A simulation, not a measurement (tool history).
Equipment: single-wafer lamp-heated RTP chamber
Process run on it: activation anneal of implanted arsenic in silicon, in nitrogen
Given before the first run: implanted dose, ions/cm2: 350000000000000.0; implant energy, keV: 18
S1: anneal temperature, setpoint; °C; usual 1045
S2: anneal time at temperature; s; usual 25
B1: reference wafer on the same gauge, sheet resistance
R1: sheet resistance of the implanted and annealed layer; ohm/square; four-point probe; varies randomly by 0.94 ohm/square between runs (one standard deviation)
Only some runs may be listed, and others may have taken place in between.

| run | hour | S1 | S2 | B1 | R1 |
|---|---|---|---|---|---|
| 1 | 0.0 | 1045 | 25 | 262.09 | 244.69 |
| 2 | 22.7 | 1045 | 25 | 262.35 | 245.14 |
|  | 51.1 | reflector plate cleaned |
| 3 | 51.6 | 1045 | 25 | 261.58 | 245.45 |
| 4 | 73.1 | 1045 | 25 | 261.61 | 243.63 |
|  | 98.1 | gauge calibrated |
| 5 | 104.4 | 1045 | 25 | 268.55 | 250.84 |
| 6 | 116.9 | 1026 | 15 | 268.87 | 257.19 |
| 7 | 144.3 | 1026 | 15 | 267.96 | 256.01 |
| 8 | 164.3 | 1045 | 25 | 267.70 | 249.42 |
| 9 | 179.2 | 1045 | 25 | 267.95 | 250.04 |
| 10 | 193.6 | 1045 | 25 | 267.17 | 249.69 |
| 11 | 217.1 | 1045 | 25 | 266.62 | 250.20 |
| 12 | 236.5 | 1026 | 25 | 266.73 | 252.32 |
| 13 | 255.8 | 1026 | 25 | 267.32 | 252.91 |
| 14 | 271.6 | 1045 | 25 | 266.34 | 248.32 |
| 15 | 321.1 | 1024 | 15 | 265.89 | 254.81 |
| 16 | 338.0 | 1045 | 25 | 265.87 | 247.26 |
| 17 | 361.5 | 1045 | 25 | 265.68 | 248.42 |
|  | 379.4 | pyrometer window cleaned and pyrometer calibrated |
| 18 | 395.6 | 1065 | 18 | 265.26 | 246.44 |
| 19 | 424.5 | 1045 | 25 | 265.06 | 246.38 |
| 20 | 443.1 | 1056 | 25 | 264.58 | 244.31 |
| 21 | 469.9 | 1054 | 35 | 264.95 | 242.88 |
| 22 | 552.3 | 1067 | 16 | 264.43 | 246.14 |
| 23 | 583.0 | 1045 | 25 | 264.08 | 246.22 |
|  | 592.4 | reflector plate cleaned |
| 24 | 600.6 | 1026 | 25 | 263.97 | 249.68 |
| 25 | 626.6 | 1045 | 25 | 263.91 | 246.93 |
| 26 | 641.8 | 1024 | 25 | 264.33 | 250.28 |
| 27 | 672.9 | 1058 | 38 | 263.87 | 241.29 |
| 28 | 698.3 | 1055 | 25 | 263.68 | 242.75 |
| 29 | 712.3 | 1037 | 30 | 263.27 | 245.85 |
| 30 | 739.5 | 1019 | 21 | 263.94 | 251.37 |
| 31 | 769.0 | 1027 | 37 | 263.26 | 245.50 |
| 32 | 791.2 | 1045 | 25 | 263.83 | 246.48 |
| 33 | 814.2 | 1036 | 14 | 263.19 | 251.97 |
| 34 | 847.5 | 1020 | 25 | 263.47 | 250.25 |
| 35 | 868.6 | 1071 | 30 | 263.88 | 239.43 |
|  | 901.6 | pyrometer window cleaned and pyrometer calibrated |
| 36 | 902.1 | 1045 | 32 | 263.20 | 243.09 |

What the log doesn't show, run by run:
true wafer temperature minus pyrometer reading, K: 0 across all the runs
wafer temperature error from the tarnished reflector plate, K: 0 across all the runs
H1: gauge reads high (%)
| run | H1 |
|---|---|
| 1 | -2.28 |
| 2 | -2.29 |
| 3 | -2.3 |
| 4 | -2.32 |
| 5 | 0.309 |
| 6 | 0.231 |
| 7 | 0.0682 |
| 8 | -0.0431 |
| 9 | -0.122 |
| 10 | -0.196 |
| 11 | -0.31 |
| 12 | -0.399 |
| 13 | -0.484 |
| 14 | -0.549 |
| 15 | -0.739 |
| 16 | -0.798 |
| 17 | -0.876 |
| 18 | -0.981 |
| 19 | -1.06 |
| 20 | -1.11 |
| 21 | -1.18 |
| 22 | -1.36 |
| 23 | -1.42 |
| 24 | -1.45 |
| 25 | -1.49 |
| 26 | -1.51 |
| 27 | -1.56 |
| 28 | -1.59 |
| 29 | -1.61 |
| 30 | -1.65 |
| 31 | -1.68 |
| 32 | -1.7 |
| 33 | -1.73 |
| 34 | -1.76 |
| 35 | -1.78 |
| 36 | -1.8 |

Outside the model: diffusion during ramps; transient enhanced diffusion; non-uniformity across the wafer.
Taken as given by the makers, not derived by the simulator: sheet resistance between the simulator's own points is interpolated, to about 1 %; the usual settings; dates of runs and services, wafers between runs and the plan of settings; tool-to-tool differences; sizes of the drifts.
